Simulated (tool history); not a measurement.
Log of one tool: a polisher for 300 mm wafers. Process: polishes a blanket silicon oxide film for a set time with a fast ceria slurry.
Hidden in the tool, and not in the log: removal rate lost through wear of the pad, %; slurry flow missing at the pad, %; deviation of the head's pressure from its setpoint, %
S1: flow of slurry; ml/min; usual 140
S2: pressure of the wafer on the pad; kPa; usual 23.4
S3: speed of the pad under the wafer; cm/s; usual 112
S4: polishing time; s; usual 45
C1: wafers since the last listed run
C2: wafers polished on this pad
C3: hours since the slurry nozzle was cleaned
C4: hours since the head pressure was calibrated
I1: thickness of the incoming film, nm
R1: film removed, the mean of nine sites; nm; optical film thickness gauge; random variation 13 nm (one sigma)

run	hour	S1	S2	S3	S4	C1	C2	C3	C4	I1	R1
1	0	140	29.6	112	45	0	881	514.6	1152.9	3850	1156.5
2	10.2	140	29.6	112	45	90	972	524.8	1163.1	3962.9	1164.5
# hour 22.6: worn pad replaced by a new one
3	23.1	140	23.4	112	45	79	4	537.7	1176	3968.3	926
4	38.1	140	23.4	112	45	133	138	552.7	1191	3938.9	911.2
5	46	140	23.4	112	45	70	208	560.6	1198.9	3826.9	916.9
6	90.5	140	23.4	112	36	396	605	605.1	1243.4	3820.1	718.4
7	101.2	140	23.4	112	45	95	701	615.8	1254.1	3885	909.5
8	110.7	140	23.4	112	45	84	785	625.3	1263.6	3990.7	898.9
9	118.5	130	23.4	82	45	69	855	633.1	1271.4	3878.4	657.9
# hour 120.3: slurry nozzle cleaned
10	125.4	100	16.5	150	45	52	907	5.1	1278.3	3957.5	897.5
# hour 142.7: worn pad replaced by a new one
11	143.2	165	23.4	98	56	123	4	22.9	1296.1	3836.3	1126.8
12	158.9	140	23.4	78	58	140	144	38.6	1311.8	3901.1	916.6
# hour 169.4: head pressure recalibrated
13	169.9	170	23.4	134	45	80	224	49.6	0.5	3970.3	1241.3
14	181.5	115	26.9	134	52	103	328	61.2	12.1	3862.1	1508.8
15	188.7	140	23.4	112	45	64	392	68.4	19.3	3901.6	992.3
16	198.7	140	23.4	132	45	89	481	78.4	29.3	3868.9	1146.5
17	243.4	140	23.4	112	45	398	880	123.1	74	3869.6	990.2
18	258.4	140	29.6	112	45	133	1013	138.1	89	3908.1	1238.6

Forecast each of these 4 alternatives for the next run:
A	258.8	140	23.4	112	45	3	1017	138.5	89.4	3893.8	?
B	258.8	180	28.3	112	38	3	1017	138.5	89.4	3893.8	?
C	258.8	160	18.6	126	55	3	1017	138.5	89.4	3893.8	?
D	258.8	140	27.6	74	54	3	1017	138.5	89.4	3893.8	?

run	R1
A	970.9
B	1042.5
C	1092
D	905.6
Without the tool's hidden state the same runs would have given:
run	R1
A	1031
B	1093.6
C	1151.8
D	961.7
